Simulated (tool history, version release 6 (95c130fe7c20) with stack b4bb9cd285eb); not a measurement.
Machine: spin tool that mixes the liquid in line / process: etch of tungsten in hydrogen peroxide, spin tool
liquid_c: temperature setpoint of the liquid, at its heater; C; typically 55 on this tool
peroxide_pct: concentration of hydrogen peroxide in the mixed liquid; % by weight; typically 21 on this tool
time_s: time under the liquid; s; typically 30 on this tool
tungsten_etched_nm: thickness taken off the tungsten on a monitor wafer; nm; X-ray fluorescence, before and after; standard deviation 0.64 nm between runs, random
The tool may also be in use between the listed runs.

run,hour,liquid_c,peroxide_pct,time_s,wafers since the last listed run,hours since the thermometer was replaced,hours since the peroxide flow meter was replaced,hours since the heated supply line was repaired,hours since the drum of peroxide was connected,hours since the gauge calibration,"read-back film thickness of the tungsten reference wafer, read on the same gauge (nm)",tungsten_etched_nm
1,0,55,21,30,0,1177.9,504.4,1029.3,517.3,419.2,39.95,61.97
2,42.3,55,21,30,396,1220.2,546.7,1071.6,559.6,461.5,40.02,62.37
3,80.1,55,21,30,354,1258,584.5,1109.4,597.4,499.3,40.03,61.92
4,124.2,55,16,15,413,1302.1,628.6,1153.5,641.5,543.4,40.01,27.26
5,171.7,55,21,20,445,1349.6,676.1,1201,689,590.9,40.01,41.41
6,214.7,55,21,30,403,1392.6,719.1,1244,732,633.9,39.99,61.4
# hour 284.7: peroxide flow meter replaced
# hour 322.5: thermometer replaced
7,410.1,55,21,30,1814,87.6,125.4,1439.4,927.4,829.3,40.01,66.56
# hour 461.6: heated supply line repaired
8,466.5,55,21,30,519,144,181.8,4.9,983.8,885.7,39.99,64.4
9,509.3,58,21,30,401,186.8,224.6,47.7,1026.6,928.5,39.98,76.55
10,564.7,49.5,21,30,519,242.2,280,103.1,1082,983.9,40,46.88
11,621.6,55,21,30,533,299.1,336.9,160,1138.9,1040.8,40.03,63.6
12,646.4,60,26.5,50,232,323.9,361.7,184.8,1163.7,1065.6,40.02,156.73
# hour 699.6: gauge calibrated
13,713.4,55,21,30,628,390.9,428.7,251.8,1230.7,13.8,40.01,63.19
# hour 733.2: new drum of peroxide connected
14,764.5,48,24.5,15,470,442,479.8,302.9,31.3,64.9,39.98,23.26
15,800.7,49.5,21,40,339,478.2,516,339.1,67.5,101.1,40,64.09
16,872.5,55,15.5,20,673,550,587.8,410.9,139.3,172.9,40,37.64
17,921.5,46.5,21,30,459,599,636.8,459.9,188.3,221.9,40.01,38.81
18,962.1,46.5,26,20,380,639.6,677.4,500.5,228.9,262.5,39.98,28.49
# hour 1002.9: peroxide flow meter replaced
19,1021.8,55,21,30,550,699.3,18.9,560.2,288.6,322.2,39.96,64.94
20,1055,55,21,30,311,732.5,52.1,593.4,321.8,355.4,40,63.55
21,1080.6,52,17,20,240,758.1,77.7,619,347.4,381,39.98,32.64
22,1113.5,62.5,21,30,308,791,110.6,651.9,380.3,413.9,39.97,98.88
23,1179.5,55,21,30,619,857,176.6,717.9,446.3,479.9,40.04,63.1
24,1232.1,63.5,21,45,493,909.6,229.2,770.5,498.9,532.5,40,154.25
25,1302.3,63.5,16.5,20,658,979.8,299.4,840.7,569.1,602.7,40.03,61.77

Selected run-to-run steps in tungsten_etched_nm, each split into two signed amounts: the part the tool would show with no hidden state at all (from settings, incoming material and random variation), and the remainder, which goes to the hidden state together with any gauge scatter not common to the measured and the hidden-state-free results:
Hidden state at play: liquid colder than its thermometer reads (K); peroxide flow above the setpoint (%); temperature lost on the way to the wafer (K); peroxide weaker than its label (%); gauge reads high (%).
Run 11 -> 12: liquid_c 55 -> 60, peroxide_pct 21 -> 26.5, time_s 30 -> 50. tungsten_etched_nm +93.13 nm: hidden state -6.05, all else +99.18.
Run 12 -> 13: liquid_c 60 -> 55, peroxide_pct 26.5 -> 21, time_s 50 -> 30, gauge calibrated. tungsten_etched_nm -93.54 nm: hidden state +5.54, all else -99.08.
Run 23 -> 24: liquid_c 55 -> 63.5, time_s 30 -> 45. tungsten_etched_nm +91.15 nm: hidden state -6.32, all else +97.47.
